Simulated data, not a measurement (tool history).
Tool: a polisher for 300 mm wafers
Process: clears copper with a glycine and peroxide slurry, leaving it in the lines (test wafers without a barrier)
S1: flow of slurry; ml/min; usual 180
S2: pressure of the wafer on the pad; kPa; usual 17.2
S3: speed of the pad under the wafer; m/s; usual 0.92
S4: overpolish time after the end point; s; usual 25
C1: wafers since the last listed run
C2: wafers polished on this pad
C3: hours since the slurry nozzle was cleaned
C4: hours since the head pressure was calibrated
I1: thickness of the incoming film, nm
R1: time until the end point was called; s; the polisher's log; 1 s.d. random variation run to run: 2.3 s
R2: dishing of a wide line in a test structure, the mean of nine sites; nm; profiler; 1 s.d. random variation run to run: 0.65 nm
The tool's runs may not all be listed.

run     day   S1    S2    S3  S4   C1    C2     C3     C4     I1     R1    R2
  1       0  180  17.2  0.92  25    0   704   39.2  409.6    736  191.7  59.5
  2   1.117  180  17.2  0.92  25  109   814     66  436.4  734.5  194.3  58.6
  3   2.554  180  17.2  0.92  25  140   954  100.5  470.9  718.8    187  58.2
  4   3.771  180  17.2  0.92  25  119  1074  129.7  500.1  745.2  197.4  57.2
      5.604  -- head pressure recalibrated
  5   7.525  180  17.2  0.92  25  359  1433  219.8   46.1  741.5  204.8  56.1
      8.017  -- worn pad replaced by a new one
      8.262  -- slurry nozzle cleaned
  6   8.779  180  13.1  0.92  25  102    70   12.4   76.2  734.3  229.1  50.2
  7   9.738  180  13.1  0.92  25   93   164   35.4   99.2  733.7    232  49.8
  8  12.925  115  17.2  1.12  29  312   476  111.9  175.7  733.9  187.1  65.7
  9  13.488  180  17.2  0.92  25   55   531  125.4  189.2  726.9  193.2  57.6
 10  14.429  205  17.2  0.92  25   92   623    148  211.8  735.9  190.7  60.2
 11  15.175  235  23.4   1.2  13   73   696  165.9  229.7  736.7  118.1  53.2
 12  15.688  235  19.3  0.84  20   50   747  178.2    242  745.4  188.4  51.6

What does the tool deliver on the next run?
 13  16.775  195  23.4  0.76  19  106  853  204.3  268.1  741.3   ?   ?

{"run 13": {"R1": 180.7, "R2": 52}}
With the hidden condition absent and the run-to-run variation left alone, this run would have shown R1 168.3 s, R2 55 nm.
